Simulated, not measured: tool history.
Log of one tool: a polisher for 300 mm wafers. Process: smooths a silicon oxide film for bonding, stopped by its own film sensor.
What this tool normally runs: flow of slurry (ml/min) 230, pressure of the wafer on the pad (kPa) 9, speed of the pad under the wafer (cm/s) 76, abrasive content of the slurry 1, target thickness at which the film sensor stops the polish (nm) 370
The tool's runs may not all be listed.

run,hour,flow of slurry (ml/min),pressure of the wafer on the pad (kPa),speed of the pad under the wafer (cm/s),abrasive content of the slurry,target thickness at which the film sensor stops the polish (nm),"incoming thickness of the incoming film, nm",time until the film sensor stopped the polish (s)
1,0,230,9,76,1,370,397.1,105.5
# hour 5.6: worn pad replaced by a new one
2,42.6,230,9,76,1,370,399,107.6
3,74.5,230,9,76,1,370,401.9,117.8
# hour 76.8: slurry blender recalibrated
4,145.2,230,9,76,1,370,402.7,116.7
# hour 203.5: worn pad replaced by a new one
5,213.8,230,9,76,1,370,404,122.2
6,284.5,230,9,76,1,370,399.5,107.2
# hour 318.1: slurry blender recalibrated
7,353.3,230,9,76,1,370,399.1,102.4
# hour 379.6: worn pad replaced by a new one
8,405,230,9,82,1,370,398,93.4
9,440.8,230,9,76,1,370,400.5,109.2
10,483,190,9,76,1,370,403.1,125.6
# hour 527.4: head pressure recalibrated
11,553.1,170,9,50,1,374,400,139.5
# hour 578: worn pad replaced by a new one
12,581.6,230,7.6,76,1.15,370,393.7,95.3
# hour 604: slurry blender recalibrated
13,626,165,10.3,92,1,361,403.4,111.1
14,667,280,7.6,68,1,374,399.9,114.1
# hour 669.2: slurry nozzle cleaned
15,704.6,230,9,76,0.9,370,401.3,118.9
16,759.4,280,7.6,68,1,374,406.8,154.2
# hour 776.8: worn pad replaced by a new one
17,791.8,160,9,54,1,370,396.7,129.3
18,818.5,165,10.3,92,1,361,404.2,124.6
19,888.1,200,9,54,1,362,401.7,196.5
# hour 896.1: slurry blender recalibrated
20,943.2,230,9,76,1,370,398.1,101.4

Each row is a separate what-if for the run after 20, all from the same tool condition, not one after another. Results?
A,943.6,230,11.7,76,1,370,407.9,?
B,943.6,230,9,66,1,370,407.9,?
C,943.6,230,9,76,1,366,407.9,?
D,943.6,230,9,76,1,374,407.9,?
E,943.6,255,5.5,88,0.7,370,407.9,?

run,time until the film sensor stopped the polish (s)
A,103.6
B,150.3
C,149.8
D,121.2
E,234
Had the tool no hidden state, the same runs would have come out as:
run,time until the film sensor stopped the polish (s)
A,94.1
B,136.4
C,136.1
D,110.1
E,210.6

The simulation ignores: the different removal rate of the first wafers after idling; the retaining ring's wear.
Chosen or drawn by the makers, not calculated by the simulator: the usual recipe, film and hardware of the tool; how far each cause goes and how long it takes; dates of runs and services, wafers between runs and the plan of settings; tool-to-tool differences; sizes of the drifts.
